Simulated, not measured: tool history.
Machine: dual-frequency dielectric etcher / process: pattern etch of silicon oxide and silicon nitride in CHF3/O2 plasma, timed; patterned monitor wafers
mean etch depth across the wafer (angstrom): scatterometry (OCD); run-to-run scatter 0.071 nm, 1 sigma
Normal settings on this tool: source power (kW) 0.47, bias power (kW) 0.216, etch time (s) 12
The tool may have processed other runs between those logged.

run	hour	source power (kW)	bias power (kW)	etch time (s)	wafers since the last listed run	hours since the last wet clean	hours since the last source power generator calibration	hours since the last bias power generator calibration	hours since the last upper electrode change	hours since the gauge calibration	read-back reference wafer on the same gauge, depth_nm	mean etch depth across the wafer (angstrom)
1	0	0.47	0.216	12	0	256	5245.7	4157.1	2384.9	160.2	22.79	194.1
2	9.8	0.47	0.216	12	218	265.8	5255.5	4166.9	2394.7	170	22.83	193.9
3	27.1	0.47	0.216	12	385	283.1	5272.8	4184.2	2412	187.3	22.8	194.2
4	41.9	0.47	0.246	14.5	329	297.9	5287.6	4199	2426.8	202.1	22.79	246.5
5	56.8	0.47	0.246	14.5	331	312.8	5302.5	4213.9	2441.7	217	22.77	246.7
6	63.7	0.47	0.246	14.5	153	319.7	5309.4	4220.8	2448.6	223.9	22.79	247.8
7	80.3	0.47	0.259	12	369	336.3	5326	4237.4	2465.2	240.5	22.82	209
8	87.3	0.47	0.259	12	155	343.3	5333	4244.4	2472.2	247.5	22.8	208.7
# hour 111.9: upper electrode replaced, of another model than before
9	112.4	0.52	0.255	12	24	368.4	5358.1	4269.5	0.5	272.6	22.8	206
10	112.7	0.47	0.216	14	6	368.7	5358.4	4269.8	0.8	272.9	22.81	227.2
# hour 146.4: wet clean of the chamber
11	151.4	0.47	0.252	12	327	5	5397.1	4308.5	39.5	311.6	22.8	199.8
# hour 152.5: gauge calibrated
12	159.9	0.37	0.254	10.5	189	13.5	5405.6	4317	48	7.4	22.79	169.2
13	175.2	0.53	0.194	12	340	28.8	5420.9	4332.3	63.3	22.7	22.81	190.6
# hour 191.1: source power generator calibrated
14	191.6	0.47	0.216	12	276	45.2	0.5	4348.7	79.7	39.1	22.82	193.1
15	196.4	0.47	0.256	12	106	50	5.3	4353.5	84.5	43.9	22.81	201.5
16	204.2	0.51	0.216	15	173	57.8	13.1	4361.3	92.3	51.7	22.8	244.3
17	218.5	0.37	0.197	8.5	318	72.1	27.4	4375.6	106.6	66	22.79	129
# hour 258.5: bias power generator calibrated
18	271	0.47	0.216	12	1080	124.6	79.9	12.5	159.1	118.5	22.8	194.5
19	278.6	0.47	0.216	13	169	132.2	87.5	20.1	166.7	126.1	22.8	211.7
20	296.3	0.47	0.216	12	394	149.9	105.2	37.8	184.4	143.8	22.8	193.7
21	308.8	0.57	0.255	14.5	278	162.4	117.7	50.3	196.9	156.3	22.8	252.7
22	326.2	0.47	0.216	12	387	179.8	135.1	67.7	214.3	173.7	22.79	193.9

Below are 4 alternative next runs, each starting from the tool's condition after run 22. Predict each:
A	326.6	0.47	0.216	12	8	180.2	135.5	68.1	214.7	174.1	?	?
B	326.6	0.55	0.181	9.5	8	180.2	135.5	68.1	214.7	174.1	?	?
C	326.6	0.47	0.234	12	8	180.2	135.5	68.1	214.7	174.1	?	?
D	326.6	0.47	0.236	12	8	180.2	135.5	68.1	214.7	174.1	?	?

run	read-back reference wafer on the same gauge, depth_nm	mean etch depth across the wafer (angstrom)
A	22.8	194
B	22.8	151.4
C	22.8	197.8
D	22.8	198.2
Without the tool's hidden state the same runs would have given:
run	mean etch depth across the wafer (angstrom)
A	191.2
B	149.2
C	194.9
D	195.3
